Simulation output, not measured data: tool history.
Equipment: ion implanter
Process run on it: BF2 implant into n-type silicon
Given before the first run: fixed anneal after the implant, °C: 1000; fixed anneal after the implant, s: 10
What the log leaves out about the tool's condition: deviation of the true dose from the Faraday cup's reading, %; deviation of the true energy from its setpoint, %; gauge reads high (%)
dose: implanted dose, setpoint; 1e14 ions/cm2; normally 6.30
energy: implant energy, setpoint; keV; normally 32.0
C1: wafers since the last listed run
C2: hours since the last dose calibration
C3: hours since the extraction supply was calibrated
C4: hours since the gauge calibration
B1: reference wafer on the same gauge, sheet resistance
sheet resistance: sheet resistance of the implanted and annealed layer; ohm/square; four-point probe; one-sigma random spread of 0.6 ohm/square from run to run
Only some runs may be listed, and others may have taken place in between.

run 1 hour=0.0 | dose=6.30 energy=27.5 | C1=0 C2=1589.9 C3=6438.0 C4=12.1 | B1=194.93 | sheet_resistance=221.04
run 2 hour=10.0 | dose=6.30 energy=27.5 | C1=170 C2=1599.9 C3=6448.0 C4=22.1 | B1=194.96 | sheet_resistance=220.33
run 3 hour=24.6 | dose=6.30 energy=27.5 | C1=248 C2=1614.5 C3=6462.6 C4=36.7 | B1=195.07 | sheet_resistance=220.20
run 4 hour=31.7 | dose=6.30 energy=32.0 | C1=121 C2=1621.6 C3=6469.7 C4=43.8 | B1=195.05 | sheet_resistance=210.83
run 5 hour=48.8 | dose=6.30 energy=32.0 | C1=291 C2=1638.7 C3=6486.8 C4=60.9 | B1=195.07 | sheet_resistance=211.26
run 6 hour=56.2 | dose=6.30 energy=32.0 | C1=126 C2=1646.1 C3=6494.2 C4=68.3 | B1=195.04 | sheet_resistance=211.37
run 7 hour=70.9 | dose=6.30 energy=32.0 | C1=250 C2=1660.8 C3=6508.9 C4=83.0 | B1=195.08 | sheet_resistance=209.32
run 8 hour=84.4 | dose=6.30 energy=32.0 | C1=230 C2=1674.3 C3=6522.4 C4=96.5 | B1=194.99 | sheet_resistance=210.90
run 9 hour=99.2 | dose=6.30 energy=32.0 | C1=252 C2=1689.1 C3=6537.2 C4=111.3 | B1=194.90 | sheet_resistance=211.10
run 10 hour=113.0 | dose=6.30 energy=32.0 | C1=235 C2=1702.9 C3=6551.0 C4=125.1 | B1=195.00 | sheet_resistance=211.10
run 11 hour=130.6 | dose=6.30 energy=32.0 | C1=300 C2=1720.5 C3=6568.6 C4=142.7 | B1=195.02 | sheet_resistance=210.36
run 12 hour=150.9 | dose=6.30 energy=32.0 | C1=346 C2=1740.8 C3=6588.9 C4=163.0 | B1=195.01 | sheet_resistance=211.30
run 13 hour=160.9 | dose=6.30 energy=32.0 | C1=170 C2=1750.8 C3=6598.9 C4=173.0 | B1=194.92 | sheet_resistance=209.57
run 14 hour=174.5 | dose=6.30 energy=32.0 | C1=231 C2=1764.4 C3=6612.5 C4=186.6 | B1=195.06 | sheet_resistance=211.01
run 15 hour=189.7 | dose=6.30 energy=32.0 | C1=259 C2=1779.6 C3=6627.7 C4=201.8 | B1=195.05 | sheet_resistance=211.02
-- hour=197.8 Faraday cup replaced and dose calibrated
-- hour=202.3 gauge calibrated
run 16 hour=207.2 | dose=6.30 energy=32.0 | C1=162 C2=9.4 C3=6645.2 C4=4.9 | B1=195.11 | sheet_resistance=211.49
run 17 hour=216.1 | dose=7.31 energy=32.0 | C1=151 C2=18.3 C3=6654.1 C4=13.8 | B1=195.08 | sheet_resistance=193.68
run 18 hour=226.7 | dose=6.30 energy=32.0 | C1=180 C2=28.9 C3=6664.7 C4=24.4 | B1=195.02 | sheet_resistance=211.67
-- hour=252.7 extraction supply calibrated
run 19 hour=254.7 | dose=6.99 energy=23.0 | C1=341 C2=56.9 C3=2.0 C4=52.4 | B1=194.99 | sheet_resistance=224.37
run 20 hour=262.6 | dose=5.58 energy=26.5 | C1=134 C2=64.8 C3=9.9 C4=60.3 | B1=194.93 | sheet_resistance=239.99
run 21 hour=269.6 | dose=6.30 energy=32.0 | C1=119 C2=71.8 C3=16.9 C4=67.3 | B1=195.11 | sheet_resistance=211.08
run 22 hour=277.7 | dose=7.85 energy=32.0 | C1=138 C2=79.9 C3=25.0 C4=75.4 | B1=195.03 | sheet_resistance=186.90
run 23 hour=284.0 | dose=7.88 energy=39.5 | C1=107 C2=86.2 C3=31.3 C4=81.7 | B1=195.03 | sheet_resistance=173.93

Run 24 comes next. What will it give?
run 24 hour=295.8 | dose=7.22 energy=38.0 | C1=201 C2=98.0 C3=43.1 C4=93.5 | B1=? | sheet_resistance=?

{"run 24": {"B1": 194.95, "sheet resistance": 184.47}}
On a tool with no hidden condition, and with the same random variation, this run would have come out at sheet resistance 184.47 ohm/square.
